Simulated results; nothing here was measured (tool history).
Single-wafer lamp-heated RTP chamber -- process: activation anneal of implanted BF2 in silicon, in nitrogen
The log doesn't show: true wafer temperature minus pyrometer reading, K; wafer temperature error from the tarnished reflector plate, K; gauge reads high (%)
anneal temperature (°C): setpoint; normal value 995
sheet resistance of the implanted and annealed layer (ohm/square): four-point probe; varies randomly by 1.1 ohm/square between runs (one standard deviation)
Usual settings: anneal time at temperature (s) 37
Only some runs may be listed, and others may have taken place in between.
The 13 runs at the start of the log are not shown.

run	day	anneal temperature (°C)	anneal time at temperature (s)	wafers since the last listed run	wafers since the last pyrometer calibration	wafers since the reflector plate was cleaned	hours since the gauge calibration	read-back reference wafer on the same gauge, sheet resistance	sheet resistance of the implanted and annealed layer (ohm/square)
14	8.092	995	37	121	3092	409	287.8	594.54	705.65
15	8.621	995	37	233	3325	643	300.5	595.32	704.87
16	9.221	995	37	264	3590	907	314.9	595.15	703.42
17	9.829	995	37	268	3859	1176	329.5	594.92	704.44
# day 9.942: gauge calibrated
18	10.125	995	37	130	3989	1307	4.4	594.85	703.5
19	10.854	983	58	321	4311	1629	21.9	595.31	704.62
20	11.179	995	37	143	4455	1772	29.7	594.67	704.82
21	12.175	995	46	439	4894	2212	53.6	594.72	704.37
22	12.579	995	58	178	5073	2390	63.3	595.03	700.79
23	13.233	966	20	288	5361	2679	79	595.02	728.29
# day 13.633: pyrometer window cleaned and pyrometer calibrated
24	14.117	1024	23	242	213	2922	100.2	594.5	703.35
25	14.408	995	37	128	342	3050	107.2	594.75	703.21
26	15.012	1022	21	266	609	3317	121.7	594.9	702.93
27	15.633	995	37	274	883	3591	136.6	595.27	704.29
28	16.379	984	47	329	1212	3921	154.5	594.89	707.53
29	16.683	976	51	134	1346	4055	161.8	594.6	707.61
30	17.004	1019	46	141	1488	4196	169.5	595.08	693.73
31	17.342	1010	25	148	1637	4345	177.6	594.91	705.59
32	17.908	967	25	250	1887	4596	191.2	594.97	720.43
# day 18.529: reflector plate cleaned
33	18.6	995	37	158	2045	31	207.8	595.11	705.25
34	19.017	967	37	183	2229	215	217.8	595.21	716.56
35	19.592	969	37	253	2483	469	231.6	595	715.47
36	20.25	1020	17	290	2774	760	247.4	594.86	705.59
37	20.821	995	37	252	3026	1012	261.1	595.11	706.16

Below are 3 alternative next runs, each starting from the tool's condition after run 37. Predict each:
A	20.838	995	55	7	3033	1019	261.5	?	?
B	20.838	995	49	7	3033	1019	261.5	?	?
C	20.838	1012	26	7	3033	1019	261.5	?	?

run	read-back reference wafer on the same gauge, sheet resistance	sheet resistance of the implanted and annealed layer (ohm/square)
A	594.83	701.85
B	594.83	703.1
C	594.83	705.15
Stripped of hidden state, with their random variation kept, the same runs would have yielded:
run	sheet resistance of the implanted and annealed layer (ohm/square)
A	701.85
B	703.1
C	705.15
